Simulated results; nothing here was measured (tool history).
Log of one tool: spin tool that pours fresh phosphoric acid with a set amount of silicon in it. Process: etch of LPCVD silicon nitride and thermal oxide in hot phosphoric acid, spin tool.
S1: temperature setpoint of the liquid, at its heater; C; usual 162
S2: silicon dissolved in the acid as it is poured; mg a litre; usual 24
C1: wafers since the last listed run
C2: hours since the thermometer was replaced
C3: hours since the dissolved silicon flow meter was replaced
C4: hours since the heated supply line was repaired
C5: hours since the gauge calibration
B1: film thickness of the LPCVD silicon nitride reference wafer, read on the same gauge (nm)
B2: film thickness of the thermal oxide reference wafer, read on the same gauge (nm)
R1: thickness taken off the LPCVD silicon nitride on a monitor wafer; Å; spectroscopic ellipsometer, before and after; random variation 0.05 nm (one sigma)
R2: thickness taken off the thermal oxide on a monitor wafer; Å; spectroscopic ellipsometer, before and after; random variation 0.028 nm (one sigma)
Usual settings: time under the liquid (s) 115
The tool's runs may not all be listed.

run 1 hour=0 | S1=164 S2=9 time_under_the_liquid_(s)=150 | C1=0 C2=196.9 C3=44.7 C4=2169 C5=1363.1 | B1=133.35 B2=112.852 | R1=169.1 R2=4.83
run 2 hour=26.8 | S1=160 S2=17 time_under_the_liquid_(s)=155 | C1=253 C2=223.7 C3=71.5 C4=2195.8 C5=1389.9 | B1=133.46 B2=112.923 | R1=153.3 R2=3.26
run 3 hour=53.6 | S1=164.5 S2=24 time_under_the_liquid_(s)=115 | C1=253 C2=250.5 C3=98.3 C4=2222.6 C5=1416.7 | B1=133.48 B2=112.922 | R1=131.7 R2=2.37
-- hour=64.4 gauge calibrated
run 4 hour=67.2 | S1=161 S2=6 time_under_the_liquid_(s)=75 | C1=128 C2=264.1 C3=111.9 C4=2236.2 C5=2.8 | B1=129.57 B2=109.627 | R1=74.3 R2=2.21
-- hour=92.5 heated supply line repaired
run 5 hour=99.7 | S1=162 S2=24 time_under_the_liquid_(s)=115 | C1=298 C2=296.6 C3=144.4 C4=7.2 C5=35.3 | B1=129.63 B2=109.694 | R1=117.5 R2=1.81
run 6 hour=127 | S1=162 S2=24 time_under_the_liquid_(s)=55 | C1=258 C2=323.9 C3=171.7 C4=34.5 C5=62.6 | B1=129.72 B2=109.747 | R1=56.5 R2=0.81
run 7 hour=151.2 | S1=162 S2=24 time_under_the_liquid_(s)=155 | C1=229 C2=348.1 C3=195.9 C4=58.7 C5=86.8 | B1=129.8 B2=109.803 | R1=157.7 R2=3.3
run 8 hour=163.8 | S1=163 S2=18 time_under_the_liquid_(s)=90 | C1=119 C2=360.7 C3=208.5 C4=71.3 C5=99.4 | B1=129.81 B2=109.849 | R1=96.1 R2=1.92
run 9 hour=187.3 | S1=164 S2=38.5 time_under_the_liquid_(s)=85 | C1=222 C2=384.2 C3=232 C4=94.8 C5=122.9 | B1=129.92 B2=109.892 | R1=93.3 R2=0.77
run 10 hour=199.6 | S1=159.5 S2=18 time_under_the_liquid_(s)=115 | C1=116 C2=396.5 C3=244.3 C4=107.1 C5=135.2 | B1=129.89 B2=109.898 | R1=108.5 R2=1.97
run 11 hour=225.6 | S1=162 S2=24 time_under_the_liquid_(s)=115 | C1=246 C2=422.5 C3=270.3 C4=133.1 C5=161.2 | B1=129.99 B2=110.002 | R1=117.9 R2=2.26
run 12 hour=259.7 | S1=160.5 S2=29.5 time_under_the_liquid_(s)=50 | C1=322 C2=456.6 C3=304.4 C4=167.2 C5=195.3 | B1=130.06 B2=110.059 | R1=49.3 R2=0.69
run 13 hour=293 | S1=162 S2=24 time_under_the_liquid_(s)=115 | C1=315 C2=489.9 C3=337.7 C4=200.5 C5=228.6 | B1=130.17 B2=110.129 | R1=118.4 R2=1.84
run 14 hour=316.7 | S1=164.5 S2=18 time_under_the_liquid_(s)=140 | C1=224 C2=513.6 C3=361.4 C4=224.2 C5=252.3 | B1=130.23 B2=110.194 | R1=157 R2=3.61
run 15 hour=338.9 | S1=165 S2=30.5 time_under_the_liquid_(s)=70 | C1=210 C2=535.8 C3=383.6 C4=246.4 C5=274.5 | B1=130.27 B2=110.242 | R1=79.7 R2=0.95
run 16 hour=361.8 | S1=164 S2=14.5 time_under_the_liquid_(s)=165 | C1=216 C2=558.7 C3=406.5 C4=269.3 C5=297.4 | B1=130.38 B2=110.305 | R1=181.8 R2=4.5
run 17 hour=376.5 | S1=164 S2=29.5 time_under_the_liquid_(s)=115 | C1=139 C2=573.4 C3=421.2 C4=284 C5=312.1 | B1=130.35 B2=110.275 | R1=126.5 R2=2.5
run 18 hour=408.9 | S1=162 S2=24 time_under_the_liquid_(s)=115 | C1=306 C2=605.8 C3=453.6 C4=316.4 C5=344.5 | B1=130.47 B2=110.362 | R1=118.5 R2=1.82
run 19 hour=434.2 | S1=160.5 S2=12.5 time_under_the_liquid_(s)=115 | C1=239 C2=631.1 C3=478.9 C4=341.7 C5=369.8 | B1=130.55 B2=110.422 | R1=112.6 R2=2.97
run 20 hour=449.9 | S1=165 S2=34.5 time_under_the_liquid_(s)=175 | C1=148 C2=646.8 C3=494.6 C4=357.4 C5=385.5 | B1=130.58 B2=110.504 | R1=199.1 R2=2.3
run 21 hour=479.6 | S1=162 S2=24 time_under_the_liquid_(s)=115 | C1=281 C2=676.5 C3=524.3 C4=387.1 C5=415.2 | B1=130.67 B2=110.557 | R1=119.1 R2=2.26

5 ways to go on from here, each from the tool as it stands after run 21. What would each give?
run A hour=480 | S1=162 S2=13 time_under_the_liquid_(s)=115 | C1=3 C2=676.9 C3=524.7 C4=387.5 C5=415.6 | B1=? B2=? | R1=? R2=?
run B hour=480 | S1=159.5 S2=17.5 time_under_the_liquid_(s)=70 | C1=3 C2=676.9 C3=524.7 C4=387.5 C5=415.6 | B1=? B2=? | R1=? R2=?
run C hour=480 | S1=162 S2=34.5 time_under_the_liquid_(s)=150 | C1=3 C2=676.9 C3=524.7 C4=387.5 C5=415.6 | B1=? B2=? | R1=? R2=?
run D hour=480 | S1=162 S2=16.5 time_under_the_liquid_(s)=45 | C1=3 C2=676.9 C3=524.7 C4=387.5 C5=415.6 | B1=? B2=? | R1=? R2=?
run E hour=480 | S1=163 S2=14.5 time_under_the_liquid_(s)=90 | C1=3 C2=676.9 C3=524.7 C4=387.5 C5=415.6 | B1=? B2=? | R1=? R2=?

run=A B1=130.63 B2=110.532 R1=118.8 R2=3.02
run=B B1=130.63 B2=110.532 R1=66.5 R2=1.36
run=C B1=130.63 B2=110.532 R1=154.9 R2=1.92
run=D B1=130.63 B2=110.532 R1=46.5 R2=1.08
run=E B1=130.63 B2=110.532 R1=96.1 R2=2.45
Without the tool's hidden state the same runs would have given:
run=A R1=118.2 R2=3.01
run=B R1=66.2 R2=1.36
run=C R1=154.2 R2=1.91
run=D R1=46.2 R2=1.08
run=E R1=95.6 R2=2.44
